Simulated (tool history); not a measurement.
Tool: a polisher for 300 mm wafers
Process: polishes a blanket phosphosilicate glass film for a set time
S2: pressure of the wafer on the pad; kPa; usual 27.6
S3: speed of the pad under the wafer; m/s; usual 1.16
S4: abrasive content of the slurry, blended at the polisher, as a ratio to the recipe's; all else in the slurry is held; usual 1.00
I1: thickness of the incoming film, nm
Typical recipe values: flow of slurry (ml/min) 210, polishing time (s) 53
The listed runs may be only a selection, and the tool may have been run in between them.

run 1 hour=0.0 | flow_of_slurry_(ml/min)=210 S2=27.6 S3=1.16 S4=1.00 polishing_time_(s)=53 | I1=2916.9 | film_removed_(angstrom)=5721
-- hour=58.3 slurry blender recalibrated
run 2 hour=76.8 | flow_of_slurry_(ml/min)=235 S2=27.6 S3=1.16 S4=1.00 polishing_time_(s)=53 | I1=2882.1 | film_removed_(angstrom)=6221
-- hour=83.1 worn pad replaced by a new one
-- hour=162.2 conditioning disc replaced and pad reconditioned
run 3 hour=171.5 | flow_of_slurry_(ml/min)=210 S2=27.6 S3=1.16 S4=1.00 polishing_time_(s)=53 | I1=2825.5 | film_removed_(angstrom)=6785
run 4 hour=253.0 | flow_of_slurry_(ml/min)=210 S2=27.6 S3=1.16 S4=1.00 polishing_time_(s)=53 | I1=2852.8 | film_removed_(angstrom)=6197
-- hour=279.0 slurry blender recalibrated
-- hour=283.3 worn pad replaced by a new one
-- hour=290.4 head pressure recalibrated
run 5 hour=353.5 | flow_of_slurry_(ml/min)=210 S2=27.6 S3=1.16 S4=1.00 polishing_time_(s)=53 | I1=2831.7 | film_removed_(angstrom)=6278
run 6 hour=409.7 | flow_of_slurry_(ml/min)=210 S2=27.6 S3=1.16 S4=1.00 polishing_time_(s)=53 | I1=2887.1 | film_removed_(angstrom)=5790
run 7 hour=500.3 | flow_of_slurry_(ml/min)=210 S2=22.1 S3=1.16 S4=1.00 polishing_time_(s)=53 | I1=2874.9 | film_removed_(angstrom)=4673
-- hour=523.9 slurry nozzle cleaned
-- hour=526.0 worn pad replaced by a new one
-- hour=530.3 slurry blender recalibrated
run 8 hour=561.0 | flow_of_slurry_(ml/min)=210 S2=22.1 S3=1.16 S4=1.00 polishing_time_(s)=53 | I1=2843.3 | film_removed_(angstrom)=4895
run 9 hour=618.9 | flow_of_slurry_(ml/min)=210 S2=21.4 S3=1.16 S4=1.00 polishing_time_(s)=53 | I1=2913.1 | film_removed_(angstrom)=4833
run 10 hour=675.0 | flow_of_slurry_(ml/min)=210 S2=27.6 S3=1.16 S4=1.00 polishing_time_(s)=53 | I1=2881.2 | film_removed_(angstrom)=5743
-- hour=736.8 slurry blender recalibrated
run 11 hour=760.3 | flow_of_slurry_(ml/min)=210 S2=27.6 S3=0.96 S4=1.15 polishing_time_(s)=53 | I1=2837.0 | film_removed_(angstrom)=5481
-- hour=764.7 conditioning disc replaced and pad reconditioned
-- hour=769.4 worn pad replaced by a new one
-- hour=803.8 head pressure recalibrated
run 12 hour=834.3 | flow_of_slurry_(ml/min)=175 S2=27.6 S3=0.98 S4=0.90 polishing_time_(s)=53 | I1=2848.5 | film_removed_(angstrom)=5321
run 13 hour=876.6 | flow_of_slurry_(ml/min)=275 S2=27.6 S3=1.16 S4=1.00 polishing_time_(s)=53 | I1=2841.3 | film_removed_(angstrom)=6615
run 14 hour=923.6 | flow_of_slurry_(ml/min)=210 S2=27.6 S3=1.16 S4=1.00 polishing_time_(s)=53 | I1=2910.0 | film_removed_(angstrom)=5933
-- hour=982.6 slurry blender recalibrated
-- hour=995.1 worn pad replaced by a new one
run 15 hour=1018.8 | flow_of_slurry_(ml/min)=230 S2=19.3 S3=1.16 S4=1.15 polishing_time_(s)=47 | I1=2874.4 | film_removed_(angstrom)=4296
-- hour=1042.2 slurry nozzle cleaned
run 16 hour=1103.0 | flow_of_slurry_(ml/min)=210 S2=32.4 S3=1.16 S4=0.90 polishing_time_(s)=69 | I1=2818.6 | film_removed_(angstrom)=8667

Branching from run 16: 3 alternative next runs. What would each branch give?
run A hour=1103.4 | flow_of_slurry_(ml/min)=210 S2=27.6 S3=1.16 S4=1.00 polishing_time_(s)=53 | I1=2831.7 | film_removed_(angstrom)=?
run B hour=1103.4 | flow_of_slurry_(ml/min)=210 S2=36.5 S3=1.48 S4=1.00 polishing_time_(s)=53 | I1=2831.7 | film_removed_(angstrom)=?
run C hour=1103.4 | flow_of_slurry_(ml/min)=210 S2=27.6 S3=0.80 S4=1.00 polishing_time_(s)=43 | I1=2831.7 | film_removed_(angstrom)=?

run=A film_removed_(angstrom)=5974
run=B film_removed_(angstrom)=8840
run=C film_removed_(angstrom)=3765
With the hidden condition removed and each run's random variation left untouched, the same runs would have given:
run=A film_removed_(angstrom)=7348
run=B film_removed_(angstrom)=11831
run=C film_removed_(angstrom)=4428

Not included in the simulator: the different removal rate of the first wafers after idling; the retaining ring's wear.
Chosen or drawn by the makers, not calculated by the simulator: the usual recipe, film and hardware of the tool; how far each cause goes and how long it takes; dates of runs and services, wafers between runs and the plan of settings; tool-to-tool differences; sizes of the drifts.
